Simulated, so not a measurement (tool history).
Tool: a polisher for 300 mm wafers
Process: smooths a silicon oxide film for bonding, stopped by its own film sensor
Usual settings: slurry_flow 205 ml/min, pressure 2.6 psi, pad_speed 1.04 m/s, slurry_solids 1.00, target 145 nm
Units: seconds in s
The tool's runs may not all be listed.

run,hour,slurry_flow,pressure,pad_speed,slurry_solids,target,wafers since the last listed run,wafers polished on this pad,hours since the slurry nozzle was cleaned,hours since the head pressure was calibrated,hours since the slurry blender was calibrated,"incoming thickness of the incoming film, nm",seconds
1,0.0,205,2.6,1.04,1.20,145,0,2328,31.7,18.6,2.1,190.8,40.4
2,71.5,205,2.6,1.04,1.20,145,1324,3653,103.2,90.1,73.6,191.7,41.4
3,130.0,205,2.6,1.04,1.00,140,1083,4737,161.7,148.6,132.1,191.4,50.3
4,168.9,205,2.6,1.04,1.05,145,720,5457,200.6,187.5,171.0,190.5,43.6
5,194.9,205,2.6,1.04,1.05,145,481,5939,226.6,213.5,197.0,188.4,41.8
6,237.5,205,2.6,1.04,1.00,145,789,6728,269.2,256.1,239.6,193.2,48.2
7,298.5,205,2.6,1.04,1.00,145,1130,7858,330.2,317.1,300.6,193.5,49.1
# hour 345.9: worn pad replaced by a new one
8,346.4,205,2.6,1.04,1.00,145,813,9,378.1,365.0,348.5,188.6,46.9
9,410.3,205,2.6,1.04,1.00,145,1183,1193,442.0,428.9,412.4,191.4,48.9
# hour 416.5: slurry blender recalibrated
# hour 438.9: slurry nozzle cleaned
10,450.5,205,2.6,1.04,1.00,145,689,1882,11.6,469.1,34.0,191.1,49.9
11,534.2,205,2.6,1.04,1.00,145,1550,3433,95.3,552.8,117.7,186.8,45.7
12,598.5,185,2.6,1.04,1.15,145,1191,4624,159.6,617.1,182.0,190.4,47.3
13,628.2,205,2.4,1.04,1.00,151,550,5175,189.3,646.8,211.7,189.4,46.3
# hour 652.0: worn pad replaced by a new one, repeated, since the last time left the tool worse
14,671.3,260,2.6,1.04,1.15,161,724,357,232.4,689.9,254.8,186.2,21.8
15,722.3,205,2.6,1.04,1.00,157,944,1302,283.4,740.9,305.8,188.7,30.4
16,780.3,205,2.6,1.04,1.25,145,1074,2377,341.4,798.9,363.8,192.4,41.0
# hour 811.6: slurry blender recalibrated
17,849.3,205,2.6,1.04,1.00,145,1241,3618,410.4,867.9,37.7,191.5,44.6
# hour 855.4: slurry nozzle cleaned
18,911.0,205,2.6,1.04,1.20,145,1124,4743,55.6,929.6,99.4,189.2,40.0
19,958.6,165,2.6,1.34,1.10,154,881,5625,103.2,977.2,147.0,187.9,26.7
20,985.4,205,1.8,1.24,1.00,145,496,6121,130.0,1004.0,173.8,192.3,59.7
21,1018.0,135,2.9,1.34,1.00,131,603,6725,162.6,1036.6,206.4,188.5,45.2
# hour 1030.9: worn pad replaced by a new one
22,1052.5,205,2.6,1.04,1.00,145,565,400,197.1,1071.1,240.9,187.2,40.4
# hour 1233.8: slurry blender recalibrated
23,1250.5,180,3.0,1.34,1.00,145,3631,4031,395.1,1269.1,16.7,187.2,30.0
# hour 1286.4: head pressure recalibrated
24,1312.0,205,3.1,1.14,1.25,145,1102,5134,456.6,25.6,78.2,193.6,33.0
# hour 1335.8: slurry nozzle cleaned
25,1369.8,165,2.6,1.04,1.00,145,1052,6186,34.0,83.4,136.0,188.7,45.2
26,1424.5,205,2.6,1.04,1.00,145,1013,7199,88.7,138.1,190.7,187.9,43.2
# hour 1493.1: worn pad replaced by a new one
27,1548.0,205,3.3,1.04,1.00,141,2213,1017,212.2,261.6,314.2,190.1,37.3
28,1607.9,205,2.6,1.04,1.00,150,1109,2126,272.1,321.5,374.1,189.1,37.7
29,1663.6,235,2.6,1.34,1.10,136,1031,3158,327.8,377.2,429.8,191.7,41.3
# hour 1716.8: slurry blender recalibrated
30,1718.5,205,2.9,1.36,0.90,136,980,4139,382.7,432.1,1.7,187.7,39.3
31,1785.5,245,3.4,0.82,1.10,145,1241,5380,449.7,499.1,68.7,189.9,38.1

The tool's hidden state at each run:
slurry flow missing at the pad, %: 0 in every run
deviation of the head's pressure from its setpoint, %: 0 in every run
abrasive missing from the slurry, %: 0 in every run
H1: removal rate lost through wear of the pad, %
run,H1
1,2.03
2,3.05
3,3.89
4,4.45
5,4.82
6,5.43
7,6.3
8,11.3
9,12.2
10,12.8
11,14
12,14.9
13,15.3
14,0.351
15,1.08
16,1.91
17,2.9
18,3.78
19,4.46
20,4.85
21,5.31
22,1.38
23,4.21
24,5.09
25,5.92
26,6.7
27,1.55
28,2.41
29,3.2
30,3.99
31,4.95
